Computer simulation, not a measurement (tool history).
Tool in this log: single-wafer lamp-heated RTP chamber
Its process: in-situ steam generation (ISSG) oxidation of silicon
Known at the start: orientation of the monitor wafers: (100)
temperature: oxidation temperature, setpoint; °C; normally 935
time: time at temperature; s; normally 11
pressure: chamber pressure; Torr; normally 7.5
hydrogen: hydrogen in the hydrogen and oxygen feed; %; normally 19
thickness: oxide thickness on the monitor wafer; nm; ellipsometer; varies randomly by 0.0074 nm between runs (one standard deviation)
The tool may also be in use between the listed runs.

run    hour  temperature  time  pressure  hydrogen  read-back reference wafer on the same gauge, thickness  thickness
  1       0          935     9       7.5        19                                                   3.441      3.209
  2    32.9          935     9       7.5        19                                                    3.44      3.216
  3   101.6          935     9       7.5        19                                                   3.439      3.235
  4   126.9          935    11         8        19                                                   3.436      3.464
  5   177.4          935    11         8        19                                                    3.44      3.478
  6   226.4          935    11         8        19                                                   3.438      3.493
  7   254.1          935    11       7.5        19                                                   3.442      3.488
  8   287.6          935    11       8.3        23                                                    3.44      3.652
  9   354.9          935    11       8.3        23                                                   3.442      3.659
 10   403.1          935    11       8.3        23                                                   3.437      3.647
 11   451.8          935    11       7.5        19                                                    3.44        3.5
      505.1  -- pyrometer window cleaned and pyrometer calibrated
 12   505.6          935    11       7.5        19                                                   3.438      3.442
      553.7  -- pressure gauge zeroed
 13   555.7          935    11       7.5        19                                                   3.436      3.443
 14   592.6          935    11       7.5        19                                                   3.439      3.461
 15   636.9          924    11       7.5        19                                                   3.442      3.385
 16   704.5          946    11         8        19                                                    3.44      3.572
      736.7  -- hydrogen flow controller replaced
 17   737.6          928    11         9        19                                                   3.438      3.409
 18   764.7          935     7       7.5        19                                                   3.442      2.979
 19   812.6          935    11       7.5        19                                                   3.439      3.496
      812.9  -- gauge calibrated
 20   858.6          935    11       7.5        19                                                    3.44      3.489
 21   907.7          920    11       7.5        19                                                   3.441      3.385
 22   942.7          935    13       7.5        16                                                    3.44      3.568
     1093.9  -- pyrometer window cleaned and pyrometer calibrated
 23  1141.4          935    11       7.5        19                                                   3.441      3.437
 24  1169.1          917    12       7.5        19                                                    3.44       3.42
 25  1193.3          917    14       7.5        13                                                   3.442      3.326
 26  1220.6          955    11       6.9        23                                                    3.44      3.795
 27  1384.6          924    13       8.9        12                                                   3.442      3.242

Alternative continuations, all from the tool just after run 27; predict every row:
  A  1385          935    14       7.5        19                                                       ?          ?
  B  1385          949    11       7.5        28                                                       ?          ?
  C  1385          953    13       6.9        28                                                       ?          ?

run  read-back reference wafer on the same gauge, thickness  thickness
  A                                                   3.441      3.812
  B                                                   3.441      4.003
  C                                                   3.441      4.292
With no hidden state in the tool, these same runs would have given:
run  thickness
  A      3.732
  B       3.92
  C      4.195
